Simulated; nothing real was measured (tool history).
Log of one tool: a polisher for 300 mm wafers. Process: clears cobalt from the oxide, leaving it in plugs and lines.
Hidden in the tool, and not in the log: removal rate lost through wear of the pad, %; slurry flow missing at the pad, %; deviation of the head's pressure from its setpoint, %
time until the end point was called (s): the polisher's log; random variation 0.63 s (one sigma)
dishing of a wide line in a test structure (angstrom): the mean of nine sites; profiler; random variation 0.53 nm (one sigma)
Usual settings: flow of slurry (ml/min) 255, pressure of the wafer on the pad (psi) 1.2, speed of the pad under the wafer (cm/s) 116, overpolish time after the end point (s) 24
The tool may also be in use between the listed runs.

run	hour	flow of slurry (ml/min)	pressure of the wafer on the pad (psi)	speed of the pad under the wafer (cm/s)	overpolish time after the end point (s)	wafers since the last listed run	wafers polished on this pad	hours since the slurry nozzle was cleaned	hours since the head pressure was calibrated	incoming thickness of the incoming film, nm	time until the end point was called (s)	dishing of a wide line in a test structure (angstrom)
1	0.0	255	1.2	116	30	0	433	100.0	838.2	209.5	57.1	463
2	60.3	255	1.2	116	30	337	771	160.3	898.5	207.2	57.1	469
3	119.9	255	1.2	116	30	333	1104	219.9	958.1	205.8	56.7	471
4	201.6	255	1.0	124	24	456	1561	301.6	1039.8	208.6	62.9	413
# hour 247.5: worn pad replaced by a new one
5	289.8	255	1.0	124	24	470	236	389.8	1128.0	211.8	63.3	415
6	328.0	255	1.0	124	24	213	450	428.0	1166.2	205.5	60.8	428
7	384.0	255	1.2	116	24	313	763	484.0	1222.2	211.7	55.8	431
8	439.9	255	1.2	116	24	312	1075	539.9	1278.1	209.3	54.9	440
9	535.8	255	1.2	116	24	536	1612	635.8	1374.0	214.0	56.8	450
# hour 626.2: worn pad replaced by a new one
# hour 641.0: head pressure recalibrated
10	641.5	255	1.2	116	24	557	74	741.5	0.5	209.6	58.2	434
# hour 668.2: slurry nozzle cleaned
11	745.9	255	1.2	116	24	578	652	77.7	104.9	212.3	59.0	436
12	802.9	255	1.2	116	24	318	971	134.7	161.9	211.0	57.8	424
13	855.4	195	0.9	150	28	293	1264	187.2	214.4	207.3	61.0	449
14	925.7	225	1.1	96	24	393	1657	257.5	284.7	213.3	78.3	382
# hour 992.5: worn pad replaced by a new one
15	1031.9	325	1.0	116	24	571	220	363.7	390.9	209.4	68.6	405
16	1136.6	255	0.9	116	34	585	805	468.4	495.6	208.6	75.6	446
17	1230.5	255	1.2	116	14	525	1330	562.3	589.5	211.6	58.6	332
18	1278.6	255	1.1	116	24	268	1599	610.4	637.6	213.0	64.0	416
# hour 1351.5: worn pad replaced by a new one
# hour 1367.9: slurry nozzle cleaned
19	1368.4	255	1.2	144	24	474	88	0.5	727.4	210.3	46.5	473
20	1406.5	255	1.0	124	24	213	301	38.6	765.5	211.6	65.4	416
21	1470.9	255	1.4	80	24	360	661	103.0	829.9	210.8	71.5	392
22	1510.9	255	1.2	116	24	223	885	143.0	869.9	209.0	57.0	443
23	1572.0	255	1.2	116	24	341	1227	204.1	931.0	208.7	56.7	435
24	1656.6	255	1.2	90	24	473	1700	288.7	1015.6	207.6	70.3	391
# hour 1711.8: worn pad replaced by a new one
25	1749.7	255	1.4	116	24	498	211	381.8	1108.7	208.0	47.0	454

Measured less the same run without the tool's hidden state. The same run-to-run variation is in both; the gauge's scatter may not be:
run	time until the end point was called (s)	dishing of a wide line in a test structure (angstrom)
1	-1.4	+3
2	-1.6	+3
3	-1.8	+4
4	-2.4	+7
5	-2.8	+8
6	-2.9	+9
7	-3.0	+8
8	-3.2	+9
9	-3.8	+11
10	-0.1	+0
11	-0.1	+1
12	-0.2	+1
13	-0.2	+0
14	-0.3	+1
15	-0.5	+2
16	-0.8	+2
17	-0.9	+3
18	-1.1	+3
19	-1.0	+3
20	-1.5	+4
21	-1.9	+5
22	-1.7	+5
23	-1.9	+5
24	-2.8	+7
25	-2.2	+6
